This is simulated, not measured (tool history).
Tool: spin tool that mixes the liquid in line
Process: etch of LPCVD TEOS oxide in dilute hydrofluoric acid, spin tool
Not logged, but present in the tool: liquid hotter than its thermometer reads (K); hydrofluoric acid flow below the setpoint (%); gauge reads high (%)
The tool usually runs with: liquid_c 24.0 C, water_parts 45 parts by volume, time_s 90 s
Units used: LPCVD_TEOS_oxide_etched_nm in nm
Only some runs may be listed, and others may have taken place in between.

| run | hour | liquid_c | water_parts | time_s | wafers since the last listed run | hours since the thermometer was replaced | hours since the hydrofluoric acid flow meter was replaced | hours since the gauge calibration | read-back film thickness of the LPCVD TEOS oxide reference wafer, read on the same gauge (nm) | LPCVD_TEOS_oxide_etched_nm |
|---|---|---|---|---|---|---|---|---|---|---|
| 1 | 0.0 | 24.0 | 45 | 90 | 0 | 951.3 | 898.1 | 60.2 | 99.97 | 65.66 |
| 2 | 8.0 | 24.0 | 45 | 90 | 67 | 959.3 | 906.1 | 68.2 | 100.02 | 65.26 |
| 3 | 16.6 | 24.0 | 45 | 90 | 72 | 967.9 | 914.7 | 76.8 | 100.03 | 66.05 |
| 4 | 27.9 | 24.0 | 45 | 120 | 95 | 979.2 | 926.0 | 88.1 | 100.03 | 87.13 |
| 5 | 37.7 | 24.0 | 45 | 120 | 82 | 989.0 | 935.8 | 97.9 | 99.99 | 87.16 |
| 6 | 48.2 | 24.0 | 45 | 120 | 88 | 999.5 | 946.3 | 108.4 | 100.05 | 88.90 |
| 7 | 63.8 | 24.0 | 45 | 90 | 131 | 1015.1 | 961.9 | 124.0 | 99.99 | 65.34 |
|  | 101.2 | gauge calibrated |
|  | 101.5 | thermometer replaced |
| 8 | 112.9 | 24.0 | 45 | 90 | 405 | 11.4 | 1011.0 | 11.7 | 100.00 | 60.48 |
| 9 | 121.3 | 24.0 | 45 | 90 | 70 | 19.8 | 1019.4 | 20.1 | 100.04 | 61.46 |
| 10 | 129.8 | 24.0 | 45 | 90 | 71 | 28.3 | 1027.9 | 28.6 | 100.03 | 60.89 |
| 11 | 170.1 | 24.0 | 35 | 140 | 340 | 68.6 | 1068.2 | 68.9 | 100.03 | 123.45 |
| 12 | 179.3 | 19.5 | 50 | 70 | 77 | 77.8 | 1077.4 | 78.1 | 99.98 | 34.98 |
| 13 | 188.5 | 19.5 | 50 | 140 | 77 | 87.0 | 1086.6 | 87.3 | 100.02 | 69.25 |
|  | 195.5 | hydrofluoric acid flow meter replaced |
| 14 | 197.4 | 24.0 | 45 | 90 | 66 | 95.9 | 1.9 | 96.2 | 99.97 | 60.87 |
| 15 | 215.1 | 25.5 | 45 | 120 | 149 | 113.6 | 19.6 | 113.9 | 100.00 | 86.35 |
| 16 | 223.3 | 24.0 | 45 | 90 | 69 | 121.8 | 27.8 | 122.1 | 99.98 | 61.34 |
| 17 | 241.0 | 20.0 | 25 | 105 | 149 | 139.5 | 45.5 | 139.8 | 100.01 | 112.16 |
| 18 | 258.5 | 24.0 | 25 | 90 | 147 | 157.0 | 63.0 | 157.3 | 100.00 | 113.23 |
| 19 | 271.6 | 24.0 | 45 | 105 | 110 | 170.1 | 76.1 | 170.4 | 100.01 | 71.43 |
| 20 | 278.3 | 20.0 | 45 | 140 | 56 | 176.8 | 82.8 | 177.1 | 100.01 | 81.33 |

For some of the steps in LPCVD_TEOS_oxide_etched_nm from one run to the next: how much would appear even if the tool had no hidden state, given the settings, what came in and random variation, and how much remains for the hidden state plus any gauge scatter that the measured result and the result without hidden state don't share?
Run 6 -> 7: time_s 120 -> 90. LPCVD_TEOS_oxide_etched_nm -23.56 nm: hidden state -2.19, all else -21.37.
Run 7 -> 8: gauge calibrated, thermometer replaced. LPCVD_TEOS_oxide_etched_nm -4.86 nm: hidden state -5.53, all else +0.67.
Run 10 -> 11: water_parts 45 -> 35, time_s 90 -> 140. LPCVD_TEOS_oxide_etched_nm +62.56 nm: hidden state +1.54, all else +61.02.
Run 11 -> 12: liquid_c 24.0 -> 19.5, water_parts 35 -> 50, time_s 140 -> 70. LPCVD_TEOS_oxide_etched_nm -88.47 nm: hidden state -1.77, all else -86.70.
